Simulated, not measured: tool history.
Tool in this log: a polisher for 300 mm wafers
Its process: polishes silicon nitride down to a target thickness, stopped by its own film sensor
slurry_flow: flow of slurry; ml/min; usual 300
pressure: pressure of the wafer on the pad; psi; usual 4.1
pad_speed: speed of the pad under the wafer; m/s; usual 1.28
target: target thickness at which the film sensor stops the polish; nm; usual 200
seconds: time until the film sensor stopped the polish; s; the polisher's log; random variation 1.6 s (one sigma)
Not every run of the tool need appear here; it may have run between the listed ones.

run	day	slurry_flow	pressure	pad_speed	target	incoming thickness of the incoming film, nm	seconds
1	0	300	4.1	1.28	200	448	89.7
2	0.7	300	4.1	1.28	200	452.7	92.7
3	1.288	300	4.1	1.28	200	451.6	92.3
4	2.021	300	4.1	1.28	200	448.9	92.5
5	2.533	300	4.1	1.28	200	452.4	92.6
6	2.833	300	4.1	1.38	200	448.3	81.8
7	3.546	300	4.6	1.28	200	450.4	80.8
# day 3.792: head pressure recalibrated
8	3.958	385	5.5	1.42	236	448.9	54.4
9	4.658	215	5.1	1.28	120	450.4	102.6
10	5.188	300	3.6	1.52	200	444.9	92.5
11	5.846	300	4.1	1.28	266	451.9	70.3
# day 6.288: worn pad replaced by a new one
# day 6.512: slurry nozzle cleaned
12	6.533	300	4.1	1.28	200	444.9	101.1
13	6.962	300	4.1	1.52	200	451.1	87.7
14	7.579	300	4.1	1.28	240	446.1	84.1
# day 8.604: worn pad replaced by a new one, repeated, since the last time left the tool worse
15	9.521	235	5.5	1.68	200	453.1	53.8

Hidden state or all else? Some run-to-run changes of seconds, split into what the settings, what came in and random variation would give without the hidden state, and what is left for the hidden state (with any gauge scatter that isn't in both results):
The tool's hidden condition here consists of: removal rate lost through wear of the pad, %; slurry flow missing at the pad, %; deviation of the head's pressure from its setpoint, %.
Run 8 -> 9: slurry_flow 385 -> 215, pressure 5.5 -> 5.1, pad_speed 1.42 -> 1.28, target 236 -> 120. seconds +48.2 s: hidden state +3.8, all else +44.4.
Run 14 -> 15: slurry_flow 300 -> 235, pressure 4.1 -> 5.5, pad_speed 1.28 -> 1.68, target 240 -> 200, worn pad replaced by a new one, repeated, since the last time left the tool worse. seconds -30.3 s: hidden state -12.5, all else -17.8.
